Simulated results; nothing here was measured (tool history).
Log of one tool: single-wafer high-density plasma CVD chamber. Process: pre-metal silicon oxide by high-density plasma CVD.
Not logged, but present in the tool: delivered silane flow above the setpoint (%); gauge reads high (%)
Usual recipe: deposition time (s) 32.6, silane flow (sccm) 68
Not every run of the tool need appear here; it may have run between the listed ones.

run,hour,deposition time (s),silane flow (sccm),wafers since the last listed run,hours since the silane flow controller was replaced,hours since the gauge calibration,"read-back reference wafer on the same gauge, thickness_nm",mean film thickness on the monitor wafer (Å)
1,0,32.6,68,0,3197.8,133.5,269.069,2290.91
2,58.2,32.6,68,1358,3256,191.7,269.465,2290.04
3,113.6,32.6,68,1292,3311.4,247.1,268.799,2276.52
4,174.1,32.6,68,1411,3371.9,307.6,268.925,2289.72
5,291.8,30.4,68,2746,3489.6,425.3,268.575,2140.27
6,351.6,30.4,68,1395,3549.4,485.1,269.072,2158.38
7,392.1,30.4,68,945,3589.9,525.6,268.781,2139.68
8,429,32.6,68,861,3626.8,562.5,268.686,2288.56
9,499.6,32.6,68,1647,3697.4,633.1,268.821,2306.21
# hour 508.4: silane flow controller replaced
10,546,36,56,896,37.6,679.5,269.061,2241.55
11,585.5,26.1,68,921,77.1,719,269.191,1962.94
12,777.9,29.9,72,4489,269.5,911.4,269.186,2366.7
# hour 788.6: gauge calibrated
13,809.6,32.6,68,739,301.2,21,268.845,2438.65
14,881.5,37,68,1677,373.1,92.9,269.102,2753.78
15,933.9,32.6,68,1222,425.5,145.3,269.175,2409.74
16,976,35.8,57,982,467.6,187.4,269.348,2219.36
17,1012,36.8,68,840,503.6,223.4,269.006,2726.66
18,1037.7,29.9,63,599,529.3,249.1,269.087,2054.17

Hidden condition of the tool, last listed run before each entry between runs versus first listed run after:
In the gap between runs 9 and 10: silane flow controller replaced (hour 508.4)
  delivered silane flow above the setpoint (%): -6.97 -> -0.389
  what was measured, less what the result would be without the hidden state, mean film thickness on the monitor wafer (Å): -172.87 -> -8.75
In the gap between runs 12 and 13: gauge calibrated (hour 788.6)
  delivered silane flow above the setpoint (%): -1.52 -> -1.66
  what was measured, less what the result would be without the hidden state, mean film thickness on the monitor wafer (Å): -36.52 -> -41.09
